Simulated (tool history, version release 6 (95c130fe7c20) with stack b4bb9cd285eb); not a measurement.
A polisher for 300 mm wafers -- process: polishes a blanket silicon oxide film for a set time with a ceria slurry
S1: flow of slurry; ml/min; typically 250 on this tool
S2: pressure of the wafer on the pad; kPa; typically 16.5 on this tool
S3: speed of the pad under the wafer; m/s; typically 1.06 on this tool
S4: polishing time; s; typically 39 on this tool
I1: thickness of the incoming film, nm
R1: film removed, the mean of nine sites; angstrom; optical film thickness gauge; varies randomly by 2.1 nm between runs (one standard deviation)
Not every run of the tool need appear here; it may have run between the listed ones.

run,hour,S1,S2,S3,S4,I1,R1
1,0,250,16.5,1.06,39,1085.1,1393
2,26.5,250,16.5,1.06,39,1083,1434
3,39.5,275,16.5,1.06,39,1064.1,1408
4,63.8,250,16.5,0.96,39,1092,1358
5,80.6,250,12.4,1.06,39,1088.4,1061
6,101.6,250,12.4,1.06,39,1094.2,1083
# hour 110.3: slurry nozzle cleaned
7,120.2,250,12.4,1.06,39,1083.2,1054
# hour 135.3: worn pad replaced by a new one
8,219.9,250,17.9,1.06,39,1069.7,1502
9,237.5,250,16.5,1.06,39,1072.4,1457
10,258.4,250,16.5,1.06,39,1089,1419
11,281.8,250,16.5,1.06,39,1084,1417
12,310.6,250,16.5,1.06,39,1072.9,1482
# hour 380.9: worn pad replaced by a new one
13,381.4,250,13.8,1.28,39,1092.5,1320
14,414.3,250,13.8,1.28,39,1086.3,1346
15,440.6,250,13.8,1.28,39,1088,1357
16,475.6,315,11.7,1.24,39,1077.1,1114
17,505.2,250,13.8,1.06,49,1078.4,1485
18,539.8,225,11.7,1.36,39,1070.6,1180
19,572,250,16.5,1.06,39,1063.3,1424
20,587.5,215,16.5,1.26,39,1079,1511
# hour 611.4: slurry nozzle cleaned
21,622.8,325,18.6,1.26,29,1079.6,1372
22,648.4,250,16.5,1.06,39,1071.8,1427
# hour 675.9: worn pad replaced by a new one
23,680.9,250,19.3,1.28,27,1081.1,1303
24,704.7,250,16.5,1.34,39,1081.2,1676
25,736.8,250,16.5,1.06,48,1083.5,1737
26,749.4,250,13.1,1.4,25,1079,867
27,784.2,250,16.5,1.06,39,1074.6,1402
# hour 811.9: head pressure recalibrated
28,838.4,300,12.4,1.4,51,1074.1,1737
29,852.6,215,16.5,1.06,39,1093.8,1387
30,865,250,19.3,1.06,39,1072.5,1660
31,899.5,250,13.1,1.36,33,1067,1106
32,930.4,175,19.3,1.06,31,1083.8,1279
33,972.9,250,13.8,1.28,39,1076.5,1329
# hour 986.8: worn pad replaced by a new one
34,992,250,15.2,1.42,43,1063.1,1740
35,1020.8,250,11.7,1.28,48,1079.8,1413
36,1069.5,330,16.5,1.06,39,1074,1484
# hour 1089.5: slurry nozzle cleaned
37,1100.1,275,11.7,1.06,39,1088.1,1048
38,1114.9,165,16.5,1.06,32,1077.1,1100

Run-by-run hidden state of the tool:
removal rate lost through wear of the pad, %: 0 in every run
slurry flow missing at the pad, %: 0 in every run
deviation of the head's pressure from its setpoint, %: 0 in every run
